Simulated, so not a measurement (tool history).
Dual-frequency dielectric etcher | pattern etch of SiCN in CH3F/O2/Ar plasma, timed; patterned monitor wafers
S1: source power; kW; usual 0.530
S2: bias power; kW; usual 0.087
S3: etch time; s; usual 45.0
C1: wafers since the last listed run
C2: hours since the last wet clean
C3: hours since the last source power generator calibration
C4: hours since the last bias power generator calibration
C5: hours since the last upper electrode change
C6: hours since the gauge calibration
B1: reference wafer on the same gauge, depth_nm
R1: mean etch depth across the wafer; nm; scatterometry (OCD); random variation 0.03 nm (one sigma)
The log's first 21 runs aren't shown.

Run 22, day 20.812: usual settings but S2 0.099 kW, S3 55.5 s; C1 480; C2 128.8; C3 70.5; C4 323.9; C5 303.1; C6 270.4; B1 16.71. Result: R1 25.87 nm.
Run 23, day 22.179: usual settings but S1 0.580 kW, S3 36.0 s; C1 461; C2 161.6; C3 103.3; C4 356.7; C5 335.9; C6 303.2; B1 16.70. Result: R1 16.42 nm.
Run 24, day 22.833: usual settings but S1 0.440 kW, S2 0.106 kW; C1 220; C2 177.3; C3 119.0; C4 372.4; C5 351.6; C6 318.9; B1 16.71. Result: R1 20.38 nm.
Run 25, day 23.704: usual settings; C1 293; C2 198.2; C3 139.9; C4 393.3; C5 372.5; C6 339.8; B1 16.70. Result: R1 19.97 nm.
Run 26, day 24.829: usual settings but S1 0.570 kW, S2 0.071 kW; C1 379; C2 225.2; C3 166.9; C4 420.3; C5 399.5; C6 366.8; B1 16.69. Result: R1 19.00 nm.
Run 27, day 26.150: usual settings but S1 0.480 kW, S2 0.105 kW, S3 31.5 s; C1 445; C2 256.9; C3 198.6; C4 452.0; C5 431.2; C6 398.5; B1 16.70. Result: R1 14.52 nm.
Run 28, day 27.062: usual settings but S1 0.450 kW, S2 0.070 kW, S3 34.0 s; C1 307; C2 278.8; C3 220.5; C4 473.9; C5 453.1; C6 420.4; B1 16.70. Result: R1 13.30 nm.
Run 29, day 27.754: usual settings but S1 0.600 kW, S2 0.096 kW, S3 40.0 s; C1 233; C2 295.4; C3 237.1; C4 490.5; C5 469.7; C6 437.0; B1 16.70. Result: R1 19.07 nm.
Run 30, day 28.671: usual settings but S1 0.500 kW, S2 0.075 kW, S3 58.5 s; C1 309; C2 317.4; C3 259.1; C4 512.5; C5 491.7; C6 459.0; B1 16.70. Result: R1 24.18 nm.

4 ways to go on from here, each from the tool as it stands after run 30. What would each give?
Run A, day 28.688: usual settings; C1 5; C2 317.8; C3 259.5; C4 512.9; C5 492.1; C6 459.4; B1 ?. Result: R1 ?.
Run B, day 28.688: usual settings but S1 0.440 kW, S2 0.079 kW, S3 40.5 s; C1 5; C2 317.8; C3 259.5; C4 512.9; C5 492.1; C6 459.4; B1 ?. Result: R1 ?.
Run C, day 28.688: usual settings but S2 0.105 kW; C1 5; C2 317.8; C3 259.5; C4 512.9; C5 492.1; C6 459.4; B1 ?. Result: R1 ?.
Run D, day 28.688: usual settings but S1 0.440 kW, S3 32.0 s; C1 5; C2 317.8; C3 259.5; C4 512.9; C5 492.1; C6 459.4; B1 ?. Result: R1 ?.

run     B1     R1
  A  16.70  19.92
  B  16.70  16.41
  C  16.70  21.32
  D  16.70  13.42
Without the tool's hidden state the same runs would have given:
run     R1
  A  20.06
  B  16.52
  C  21.47
  D  13.51
